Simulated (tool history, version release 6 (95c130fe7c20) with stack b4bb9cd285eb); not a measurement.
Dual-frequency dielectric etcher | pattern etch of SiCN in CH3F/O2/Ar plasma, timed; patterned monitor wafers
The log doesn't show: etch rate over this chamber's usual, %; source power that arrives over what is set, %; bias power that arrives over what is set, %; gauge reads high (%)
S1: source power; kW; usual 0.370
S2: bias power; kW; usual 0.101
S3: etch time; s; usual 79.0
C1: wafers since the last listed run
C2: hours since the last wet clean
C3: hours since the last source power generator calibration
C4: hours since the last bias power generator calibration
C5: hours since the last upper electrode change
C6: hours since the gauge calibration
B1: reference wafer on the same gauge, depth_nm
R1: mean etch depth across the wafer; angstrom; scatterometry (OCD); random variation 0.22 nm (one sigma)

Run 1, hour 0.0: usual settings but S3 88.5 s; C1 0; C2 513.4; C3 2397.6; C4 974.2; C5 3489.6; C6 432.6; B1 32.77. Result: R1 394.4 angstrom.
Run 2, hour 57.0: usual settings but S3 88.5 s; C1 800; C2 570.4; C3 2454.6; C4 1031.2; C5 3546.6; C6 489.6; B1 32.90. Result: R1 392.3 angstrom.
Run 3, hour 102.8: usual settings but S1 0.330 kW; C1 643; C2 616.2; C3 2500.4; C4 1077.0; C5 3592.4; C6 535.4; B1 32.86. Result: R1 341.8 angstrom.
At hour 108.9: gauge calibrated.
At hour 138.6: wet clean of the chamber.
Run 4, hour 201.4: usual settings but S1 0.330 kW; C1 1047; C2 62.8; C3 2599.0; C4 1175.6; C5 3691.0; C6 92.5; B1 32.79. Result: R1 321.7 angstrom.
Run 5, hour 292.0: usual settings but S1 0.330 kW; C1 1272; C2 153.4; C3 2689.6; C4 1266.2; C5 3781.6; C6 183.1; B1 32.77. Result: R1 319.4 angstrom.
Run 6, hour 333.9: usual settings; C1 588; C2 195.3; C3 2731.5; C4 1308.1; C5 3823.5; C6 225.0; B1 32.78. Result: R1 337.6 angstrom.
Run 7, hour 380.4: usual settings; C1 652; C2 241.8; C3 2778.0; C4 1354.6; C5 3870.0; C6 271.5; B1 32.86. Result: R1 337.2 angstrom.
Run 8, hour 474.2: usual settings but S1 0.340 kW, S2 0.088 kW; C1 1317; C2 335.6; C3 2871.8; C4 1448.4; C5 3963.8; C6 365.3; B1 32.88. Result: R1 315.7 angstrom.
Run 9, hour 519.8: usual settings but S1 0.300 kW, S2 0.119 kW, S3 89.5 s; C1 640; C2 381.2; C3 2917.4; C4 1494.0; C5 4009.4; C6 410.9; B1 32.75. Result: R1 378.0 angstrom.
Run 10, hour 595.4: usual settings; C1 1061; C2 456.8; C3 2993.0; C4 1569.6; C5 4085.0; C6 486.5; B1 32.72. Result: R1 348.5 angstrom.
Run 11, hour 647.0: usual settings but S2 0.126 kW; C1 724; C2 508.4; C3 3044.6; C4 1621.2; C5 4136.6; C6 538.1; B1 32.78. Result: R1 385.1 angstrom.
At hour 659.4: gauge calibrated.
At hour 700.6: wet clean of the chamber.
At hour 703.3: source power generator calibrated.
At hour 709.4: upper electrode replaced.
At hour 735.4: bias power generator calibrated.
Run 12, hour 737.0: usual settings but S1 0.410 kW, S2 0.120 kW, S3 87.0 s; C1 747; C2 36.4; C3 33.7; C4 1.6; C5 27.6; C6 77.6; B1 32.82. Result: R1 406.2 angstrom.
Run 13, hour 802.7: usual settings but S1 0.290 kW, S2 0.081 kW, S3 58.5 s; C1 922; C2 102.1; C3 99.4; C4 67.3; C5 93.3; C6 143.3; B1 32.81. Result: R1 206.0 angstrom.
Run 14, hour 875.3: usual settings but S1 0.400 kW, S3 71.5 s; C1 1019; C2 174.7; C3 172.0; C4 139.9; C5 165.9; C6 215.9; B1 32.70. Result: R1 315.2 angstrom.
Run 15, hour 936.3: usual settings; C1 856; C2 235.7; C3 233.0; C4 200.9; C5 226.9; C6 276.9; B1 32.78. Result: R1 338.0 angstrom.

3 ways to go on from here, each from the tool as it stands after run 15. What would each give?
Run A, hour 936.7: usual settings but S1 0.410 kW; C1 5; C2 236.1; C3 233.4; C4 201.3; C5 227.3; C6 277.3; B1 ?. Result: R1 ?.
Run B, hour 936.7: usual settings but S2 0.083 kW, S3 69.0 s; C1 5; C2 236.1; C3 233.4; C4 201.3; C5 227.3; C6 277.3; B1 ?. Result: R1 ?.
Run C, hour 936.7: usual settings but S1 0.340 kW, S2 0.120 kW, S3 65.0 s; C1 5; C2 236.1; C3 233.4; C4 201.3; C5 227.3; C6 277.3; B1 ?. Result: R1 ?.

run     B1     R1
  A  32.79  350.5
  B  32.79  272.2
  C  32.79  287.5
Without the tool's hidden state the same runs would have given:
run     R1
  A  344.1
  B  267.2
  C  282.3
